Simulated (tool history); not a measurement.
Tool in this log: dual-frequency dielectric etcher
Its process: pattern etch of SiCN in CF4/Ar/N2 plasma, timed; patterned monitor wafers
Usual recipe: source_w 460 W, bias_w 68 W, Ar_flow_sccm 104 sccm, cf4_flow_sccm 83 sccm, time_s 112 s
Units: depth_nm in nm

run   hour  source_w  bias_w  Ar_flow_sccm  cf4_flow_sccm  time_s  read-back reference wafer on the same gauge, depth_nm  depth_nm
  1      0       460      68           104             83     129                                                  111.8     122.3
  2   23.1       460      68           104             83     129                                                  112.2     123.4
      49.2  -- upper electrode replaced
  3   49.7       460      68           104             73     112                                                    112     105.9
      62.5  -- gauge calibrated
  4     64       460      68           104             73     112                                                  112.1       105
     107.5  -- wet clean of the chamber
  5    108       460      68           104             73     112                                                  111.9       104
  6  122.8       460      68           104             83     112                                                  112.1     105.5
  7  138.7       460      68           104             83     112                                                    112     105.2
     170.8  -- Ar flow controller replaced
     175.1  -- CF4 flow controller replaced
       180  -- source power generator calibrated
  8    184       460      68           104             83     112                                                  111.9     106.4
  9  204.4       570      68           104             91     112                                                  111.9       135
 10  228.8       460      68           112             94     112                                                  111.9     106.1
     241.8  -- bias power generator calibrated
 11  248.1       460      75            79             83     134                                                    112     135.8
 12  278.8       410      54           104             72     112                                                  111.9        86
 13  310.7       460      68           104             83     112                                                    112     106.4
 14  323.1       460      68           104             83     112                                                    112     105.9
 15  338.7       460      68           104             73     112                                                    112     104.8
 16  367.6       360      64            80             83     112                                                  112.1      83.9
     390.5  -- gauge calibrated
 17  396.4       460      68           104             83     112                                                    112     107.3
 18  428.5       460      68            93             68   121.5                                                    112     115.4
 19    456       460      51           126             72   126.5                                                  111.9     105.7
 20  490.6       460      68           104             65     112                                                    112     103.6

Alternative continuations, all from the tool just after run 20; predict every row:
  A   491       460      68           117             83     112                                                      ?         ?
  B   491       460      62           115             83     112                                                      ?         ?
  C   491       460      68           118             90     112                                                      ?         ?
  D   491       520      68           117             83     112                                                      ?         ?
  E   491       490      68           104             72      99                                                      ?         ?

run  read-back reference wafer on the same gauge, depth_nm  depth_nm
  A                                                  112.1     105.6
  B                                                  112.1     103.3
  C                                                  112.1     106.6
  D                                                  112.1     120.1
  E                                                  112.1       100
Without the tool's unlogged condition, the same runs would have read:
run  depth_nm
  A     103.5
  B     101.2
  C     104.5
  D     117.7
  E        98

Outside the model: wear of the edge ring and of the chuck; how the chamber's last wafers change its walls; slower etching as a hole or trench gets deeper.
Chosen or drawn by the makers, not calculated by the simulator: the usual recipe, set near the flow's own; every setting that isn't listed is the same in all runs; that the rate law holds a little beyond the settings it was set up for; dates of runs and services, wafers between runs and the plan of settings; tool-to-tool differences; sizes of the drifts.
